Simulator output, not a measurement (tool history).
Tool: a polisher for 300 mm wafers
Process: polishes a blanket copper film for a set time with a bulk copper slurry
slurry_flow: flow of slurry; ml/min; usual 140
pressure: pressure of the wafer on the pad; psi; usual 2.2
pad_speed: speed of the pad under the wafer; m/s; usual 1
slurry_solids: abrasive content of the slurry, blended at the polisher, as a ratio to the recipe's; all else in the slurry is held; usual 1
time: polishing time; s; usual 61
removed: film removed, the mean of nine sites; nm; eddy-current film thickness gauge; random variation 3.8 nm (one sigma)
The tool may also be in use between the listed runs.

run	hour	slurry_flow	pressure	pad_speed	slurry_solids	time	incoming thickness of the incoming film, nm	removed
1	0	140	1.8	1	1	61	4456.3	352.2
2	29.4	140	1.8	1	1	61	4316.5	346.8
3	101.3	140	2.2	1	1	61	4322.9	406
4	144.6	140	2.2	1	1	61	4454.1	412
# hour 212.1: slurry blender recalibrated
5	213.3	140	2.2	1	1	61	4460.6	411.3
6	274.7	140	2.8	1	1	61	4460.9	501.1
7	306.8	140	2.2	1	1	61	4431.2	399.5
8	366.8	140	2.2	1	1.15	69	4376.9	475.2
9	410	140	1.8	0.66	1.15	61	4425.9	234.3
10	437.9	110	1.6	1.3	1	50	4364.1	317.5
# hour 472.8: worn pad replaced by a new one
11	477.9	165	1.9	1.2	1	75	4408.6	544.9
# hour 511.8: slurry nozzle cleaned
12	542.3	140	2	1	1	61	4437	376.1
13	599.3	140	2.2	1	1	61	4383.1	397.2
14	631.4	140	2.2	1	1	61	4368.4	394.1
15	661	140	2.5	1	1	61	4372.1	437.8

The next listed run, before its measurement:
# hour 706.4: slurry blender recalibrated
16	711.8	160	2.2	1	1.2	61	4330.9	?

Run 16 gave removed 421.1 nm.
Without the tool's hidden state the same run would have given removed 442.7 nm.

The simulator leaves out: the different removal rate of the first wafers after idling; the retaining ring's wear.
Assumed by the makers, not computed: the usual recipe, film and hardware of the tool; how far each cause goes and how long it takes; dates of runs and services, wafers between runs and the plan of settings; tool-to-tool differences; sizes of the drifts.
